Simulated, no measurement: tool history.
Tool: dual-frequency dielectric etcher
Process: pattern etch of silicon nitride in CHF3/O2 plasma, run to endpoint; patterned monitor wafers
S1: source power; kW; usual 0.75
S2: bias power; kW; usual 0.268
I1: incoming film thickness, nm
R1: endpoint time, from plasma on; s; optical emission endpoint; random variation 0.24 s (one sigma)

run 1 hour=0 | S1=0.75 S2=0.268 | I1=54.3 | R1=31.1
run 2 hour=57.5 | S1=0.75 S2=0.268 | I1=54.2 | R1=31.4
run 3 hour=105.9 | S1=0.75 S2=0.268 | I1=54 | R1=31.6
-- hour=157.7 wet clean of the chamber
run 4 hour=158.2 | S1=0.81 S2=0.268 | I1=53.6 | R1=29
run 5 hour=300.2 | S1=0.75 S2=0.23 | I1=54.3 | R1=32
run 6 hour=344.1 | S1=0.62 S2=0.268 | I1=53.8 | R1=34
run 7 hour=370.8 | S1=0.75 S2=0.268 | I1=53.7 | R1=30.6
run 8 hour=412.1 | S1=0.75 S2=0.268 | I1=54.3 | R1=31.1
-- hour=479.3 bias power generator calibrated
-- hour=494.4 upper electrode replaced
run 9 hour=494.9 | S1=0.75 S2=0.268 | I1=53.7 | R1=31.3
run 10 hour=534.1 | S1=0.75 S2=0.268 | I1=54.3 | R1=31.7
run 11 hour=575.6 | S1=0.67 S2=0.268 | I1=53.4 | R1=32.5
run 12 hour=645.4 | S1=0.67 S2=0.268 | I1=54.1 | R1=33.3
run 13 hour=715.2 | S1=0.65 S2=0.251 | I1=54.7 | R1=35.4
run 14 hour=750.8 | S1=0.89 S2=0.205 | I1=54.4 | R1=32.2
-- hour=778 source power generator calibrated
-- hour=801.5 wet clean of the chamber
run 15 hour=802 | S1=0.83 S2=0.307 | I1=54.2 | R1=27.5
run 16 hour=862.4 | S1=0.75 S2=0.23 | I1=53.5 | R1=31.4
run 17 hour=915.6 | S1=0.75 S2=0.216 | I1=53.3 | R1=32.4
run 18 hour=967 | S1=0.6 S2=0.22 | I1=54 | R1=36.6
run 19 hour=1031.7 | S1=0.66 S2=0.225 | I1=53.6 | R1=34
run 20 hour=1072.2 | S1=0.75 S2=0.268 | I1=53.8 | R1=30.5
run 21 hour=1140.1 | S1=0.67 S2=0.268 | I1=53.5 | R1=32.8
run 22 hour=1177.8 | S1=0.68 S2=0.239 | I1=53.9 | R1=34
run 23 hour=1212.1 | S1=0.67 S2=0.268 | I1=54.1 | R1=32.9
run 24 hour=1257 | S1=0.89 S2=0.317 | I1=53.9 | R1=27.4
run 25 hour=1324.2 | S1=0.57 S2=0.211 | I1=54.1 | R1=38.6
-- hour=1392.5 wet clean of the chamber
run 26 hour=1449.4 | S1=0.66 S2=0.317 | I1=53.8 | R1=30.4
run 27 hour=1500.9 | S1=0.61 S2=0.289 | I1=53.5 | R1=32.7
run 28 hour=1538.5 | S1=0.75 S2=0.268 | I1=54.2 | R1=30.3
run 29 hour=1591.5 | S1=0.83 S2=0.268 | I1=53.3 | R1=28.8
run 30 hour=1656.7 | S1=0.66 S2=0.315 | I1=53.8 | R1=31.1
run 31 hour=1725.9 | S1=0.66 S2=0.317 | I1=54.7 | R1=31.9
run 32 hour=1772 | S1=0.75 S2=0.268 | I1=54.3 | R1=31.2
run 33 hour=1816.3 | S1=0.61 S2=0.321 | I1=54.2 | R1=32.2
run 34 hour=1878.9 | S1=0.58 S2=0.205 | I1=54.1 | R1=38.7
run 35 hour=1949.4 | S1=0.93 S2=0.297 | I1=53.9 | R1=27.2
-- hour=2002.5 wet clean of the chamber
run 36 hour=2003 | S1=0.75 S2=0.268 | I1=54.3 | R1=30.5

Forecast each of these 3 alternatives for the next run:
run A hour=2003.4 | S1=0.65 S2=0.268 | I1=53.8 | R1=?
run B hour=2003.4 | S1=0.57 S2=0.235 | I1=53.8 | R1=?
run C hour=2003.4 | S1=0.75 S2=0.302 | I1=53.8 | R1=?

run=A R1=32.3
run=B R1=36
run=C R1=29
Without the tool's hidden state the same runs would have given:
run=A R1=32.3
run=B R1=36
run=C R1=29
